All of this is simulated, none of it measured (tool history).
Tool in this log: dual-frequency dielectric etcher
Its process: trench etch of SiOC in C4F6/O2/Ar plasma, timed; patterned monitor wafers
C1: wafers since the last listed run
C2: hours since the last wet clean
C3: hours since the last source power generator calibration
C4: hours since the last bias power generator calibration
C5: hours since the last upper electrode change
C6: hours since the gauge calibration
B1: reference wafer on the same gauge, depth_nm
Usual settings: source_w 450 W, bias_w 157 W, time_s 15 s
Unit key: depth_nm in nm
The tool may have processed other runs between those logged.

run 1 day=0 | source_w=450 bias_w=157 time_s=15 | C1=0 C2=309.7 C3=3648.1 C4=2283.3 C5=3314.4 C6=352.9 | B1=32.65 | depth_nm=30.68
run 2 day=1.375 | source_w=450 bias_w=157 time_s=15 | C1=545 C2=342.7 C3=3681.1 C4=2316.3 C5=3347.4 C6=385.9 | B1=32.61 | depth_nm=30.46
-- day=3.604 wet clean of the chamber
run 3 day=3.625 | source_w=380 bias_w=169 time_s=15 | C1=496 C2=0.5 C3=3735.1 C4=2370.3 C5=3401.4 C6=439.9 | B1=32.58 | depth_nm=29.42
run 4 day=3.892 | source_w=380 bias_w=157 time_s=12.5 | C1=105 C2=6.9 C3=3741.5 C4=2376.7 C5=3407.8 C6=446.3 | B1=32.6 | depth_nm=23.85
run 5 day=6.833 | source_w=380 bias_w=157 time_s=12.5 | C1=1167 C2=77.5 C3=3812.1 C4=2447.3 C5=3478.4 C6=516.9 | B1=32.61 | depth_nm=23.62
run 6 day=8.579 | source_w=480 bias_w=157 time_s=15 | C1=693 C2=119.4 C3=3854 C4=2489.2 C5=3520.3 C6=558.8 | B1=32.59 | depth_nm=31.52
run 7 day=10.017 | source_w=450 bias_w=142 time_s=15 | C1=570 C2=153.9 C3=3888.5 C4=2523.7 C5=3554.8 C6=593.3 | B1=32.6 | depth_nm=29.35
run 8 day=12.417 | source_w=450 bias_w=142 time_s=15 | C1=952 C2=211.5 C3=3946.1 C4=2581.3 C5=3612.4 C6=650.9 | B1=32.6 | depth_nm=29.49
run 9 day=13.658 | source_w=450 bias_w=129 time_s=15 | C1=492 C2=241.3 C3=3975.9 C4=2611.1 C5=3642.2 C6=680.7 | B1=32.59 | depth_nm=28.26
run 10 day=14.921 | source_w=450 bias_w=129 time_s=15 | C1=501 C2=271.6 C3=4006.2 C4=2641.4 C5=3672.5 C6=711 | B1=32.61 | depth_nm=28.23
run 11 day=17.758 | source_w=450 bias_w=129 time_s=15 | C1=1126 C2=339.7 C3=4074.3 C4=2709.5 C5=3740.6 C6=779.1 | B1=32.58 | depth_nm=28.32

What will run 12 give?
-- day=19.167 wet clean of the chamber
-- day=19.271 source power generator calibrated
run 12 day=19.712 | source_w=510 bias_w=157 time_s=19.5 | C1=337 C2=13.1 C3=10.6 C4=2756.4 C5=3787.5 C6=826 | B1=? | depth_nm=?

{"run 12": {"B1": 32.58, "depth_nm": 41.96}}
Had the tool carried no hidden state, the very same run would have given depth_nm 41.96 nm.
